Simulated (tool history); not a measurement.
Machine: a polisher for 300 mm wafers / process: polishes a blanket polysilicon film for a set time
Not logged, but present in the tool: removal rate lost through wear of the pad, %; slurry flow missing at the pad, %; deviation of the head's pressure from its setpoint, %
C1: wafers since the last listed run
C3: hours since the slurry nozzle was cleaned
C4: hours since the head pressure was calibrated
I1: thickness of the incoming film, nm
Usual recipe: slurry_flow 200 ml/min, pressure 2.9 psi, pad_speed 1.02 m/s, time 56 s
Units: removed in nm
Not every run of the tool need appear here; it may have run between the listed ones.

Run 1, hour 0.0: usual settings; C1 0; wafers polished on this pad 728; C3 231.7; C4 795.4; I1 1398.3. Result: removed 495.7 nm.
Run 2, hour 11.5: usual settings but pressure 3.2 psi; C1 105; wafers polished on this pad 834; C3 243.2; C4 806.9; I1 1395.1. Result: removed 549.6 nm.
At hour 21.7: worn pad replaced by a new one.
Run 3, hour 22.2: usual settings but pressure 3.2 psi; C1 61; wafers polished on this pad 4; C3 253.9; C4 817.6; I1 1400.1. Result: removed 628.9 nm.
Run 4, hour 28.4: usual settings but pressure 3.2 psi; C1 56; wafers polished on this pad 61; C3 260.1; C4 823.8; I1 1408.0. Result: removed 618.2 nm.
Run 5, hour 34.6: usual settings but pad_speed 0.76 m/s; C1 56; wafers polished on this pad 118; C3 266.3; C4 830.0; I1 1410.8. Result: removed 418.1 nm.
Run 6, hour 43.5: usual settings but pad_speed 0.76 m/s; C1 81; wafers polished on this pad 200; C3 275.2; C4 838.9; I1 1391.4. Result: removed 408.6 nm.
Run 7, hour 52.1: usual settings; C1 78; wafers polished on this pad 279; C3 283.8; C4 847.5; I1 1398.7. Result: removed 544.0 nm.
Run 8, hour 63.6: usual settings; C1 105; wafers polished on this pad 385; C3 295.3; C4 859.0; I1 1380.9. Result: removed 538.3 nm.
Run 9, hour 78.4: usual settings; C1 135; wafers polished on this pad 520; C3 310.1; C4 873.8; I1 1412.0. Result: removed 524.6 nm.
Run 10, hour 89.8: usual settings; C1 104; wafers polished on this pad 625; C3 321.5; C4 885.2; I1 1398.6. Result: removed 523.6 nm.
Run 11, hour 101.1: usual settings; C1 103; wafers polished on this pad 729; C3 332.8; C4 896.5; I1 1369.3. Result: removed 513.4 nm.
Run 12, hour 107.2: usual settings; C1 56; wafers polished on this pad 785; C3 338.9; C4 902.6; I1 1415.9. Result: removed 507.4 nm.
Run 13, hour 117.1: usual settings; C1 90; wafers polished on this pad 876; C3 348.8; C4 912.5; I1 1401.2. Result: removed 505.6 nm.
At hour 126.0: worn pad replaced by a new one.
Run 14, hour 126.5: usual settings; C1 49; wafers polished on this pad 4; C3 358.2; C4 921.9; I1 1378.0. Result: removed 566.0 nm.
Run 15, hour 132.4: usual settings; C1 54; wafers polished on this pad 58; C3 364.1; C4 927.8; I1 1385.9. Result: removed 561.7 nm.
Run 16, hour 139.9: usual settings but slurry_flow 235 ml/min, pressure 3.3 psi, pad_speed 1.36 m/s; C1 68; wafers polished on this pad 127; C3 371.6; C4 935.3; I1 1376.7. Result: removed 864.9 nm.
Run 17, hour 155.2: usual settings but pad_speed 0.84 m/s; C1 140; wafers polished on this pad 267; C3 386.9; C4 950.6; I1 1409.7. Result: removed 456.6 nm.
Run 18, hour 162.3: usual settings but pressure 3.6 psi, pad_speed 0.90 m/s, time 43 s; C1 65; wafers polished on this pad 333; C3 394.0; C4 957.7; I1 1388.3. Result: removed 451.4 nm.
Run 19, hour 177.2: usual settings but slurry_flow 265 ml/min, pressure 3.7 psi, pad_speed 0.86 m/s, time 38 s; C1 136; wafers polished on this pad 469; C3 408.9; C4 972.6; I1 1399.7. Result: removed 405.6 nm.
Run 20, hour 189.7: usual settings but pad_speed 0.82 m/s, time 39 s; C1 114; wafers polished on this pad 584; C3 421.4; C4 985.1; I1 1379.6. Result: removed 298.6 nm.
Run 21, hour 199.7: usual settings but pad_speed 1.28 m/s; C1 91; wafers polished on this pad 676; C3 431.4; C4 995.1; I1 1371.7. Result: removed 649.9 nm.
Run 22, hour 212.8: usual settings; C1 120; wafers polished on this pad 796; C3 444.5; C4 1008.2; I1 1383.4. Result: removed 516.1 nm.
At hour 235.9: worn pad replaced by a new one.
At hour 264.5: head pressure recalibrated.
Run 23, hour 266.2: usual settings but slurry_flow 260 ml/min, pad_speed 1.24 m/s, time 38 s; C1 435; wafers polished on this pad 260; C3 497.9; C4 1.7; I1 1383.1. Result: removed 452.5 nm.
At hour 276.4: slurry nozzle cleaned.
Run 24, hour 278.0: usual settings but slurry_flow 140 ml/min, pad_speed 1.32 m/s, time 51 s; C1 99; wafers polished on this pad 359; C3 1.6; C4 13.5; I1 1402.1. Result: removed 596.3 nm.
Run 25, hour 286.8: usual settings but slurry_flow 230 ml/min, pressure 2.1 psi, pad_speed 1.18 m/s, time 37 s; C1 80; wafers polished on this pad 440; C3 10.4; C4 22.3; I1 1386.9. Result: removed 291.9 nm.
Run 26, hour 295.7: usual settings; C1 81; wafers polished on this pad 521; C3 19.3; C4 31.2; I1 1402.8. Result: removed 521.4 nm.
Run 27, hour 308.0: usual settings but pressure 2.0 psi; C1 112; wafers polished on this pad 634; C3 31.6; C4 43.5; I1 1406.5. Result: removed 354.3 nm.
Run 28, hour 315.8: usual settings but slurry_flow 130 ml/min, time 68 s; C1 71; wafers polished on this pad 706; C3 39.4; C4 51.3; I1 1384.5. Result: removed 583.3 nm.
At hour 354.0: worn pad replaced by a new one.
Run 29, hour 355.5: usual settings but pad_speed 0.92 m/s; C1 327; wafers polished on this pad 14; C3 79.1; C4 91.0; I1 1383.4. Result: removed 501.0 nm.
Run 30, hour 370.2: usual settings but slurry_flow 165 ml/min, pad_speed 0.68 m/s; C1 134; wafers polished on this pad 149; C3 93.8; C4 105.7; I1 1408.1. Result: removed 362.8 nm.
Run 31, hour 380.7: usual settings but pressure 3.3 psi; C1 96; wafers polished on this pad 245; C3 104.3; C4 116.2; I1 1395.3. Result: removed 619.9 nm.
Run 32, hour 396.1: usual settings but pad_speed 1.12 m/s, time 36 s; C1 141; wafers polished on this pad 386; C3 119.7; C4 131.6; I1 1380.4. Result: removed 389.9 nm.
Run 33, hour 408.5: usual settings but pad_speed 0.86 m/s; C1 113; wafers polished on this pad 500; C3 132.1; C4 144.0; I1 1409.2. Result: removed 451.5 nm.
Run 34, hour 426.3: usual settings; C1 163; wafers polished on this pad 664; C3 149.9; C4 161.8; I1 1391.2. Result: removed 521.5 nm.
Run 35, hour 440.9: usual settings but time 47 s; C1 134; wafers polished on this pad 798; C3 164.5; C4 176.4; I1 1392.9. Result: removed 424.8 nm.
Run 36, hour 447.7: usual settings but slurry_flow 160 ml/min, pressure 2.3 psi, time 46 s; C1 62; wafers polished on this pad 860; C3 171.3; C4 183.2; I1 1395.5. Result: removed 320.7 nm.
Run 37, hour 459.8: usual settings but time 72 s; C1 111; wafers polished on this pad 971; C3 183.4; C4 195.3; I1 1403.2. Result: removed 641.8 nm.

What if the next run were any one of these 4? Each begins from the tool's condition after run 37:
Run A, hour 460.2: usual settings; C1 3; wafers polished on this pad 975; C3 183.8; C4 195.7; I1 1400.1. Result: removed ?.
Run B, hour 460.2: usual settings but slurry_flow 225 ml/min, pressure 3.2 psi, pad_speed 1.22 m/s; C1 3; wafers polished on this pad 975; C3 183.8; C4 195.7; I1 1400.1. Result: removed ?.
Run C, hour 460.2: usual settings but pad_speed 0.68 m/s; C1 3; wafers polished on this pad 975; C3 183.8; C4 195.7; I1 1400.1. Result: removed ?.
Run D, hour 460.2: usual settings but slurry_flow 170 ml/min, pressure 3.5 psi, pad_speed 1.20 m/s, time 44 s; C1 3; wafers polished on this pad 975; C3 183.8; C4 195.7; I1 1400.1. Result: removed ?.

run  removed
  A    495.4
  B    662.5
  C    330.2
  D    541.6
What these runs would have given with no unlogged condition in the tool:
run  removed
  A    565.9
  B    756.8
  C    377.2
  D    618.7
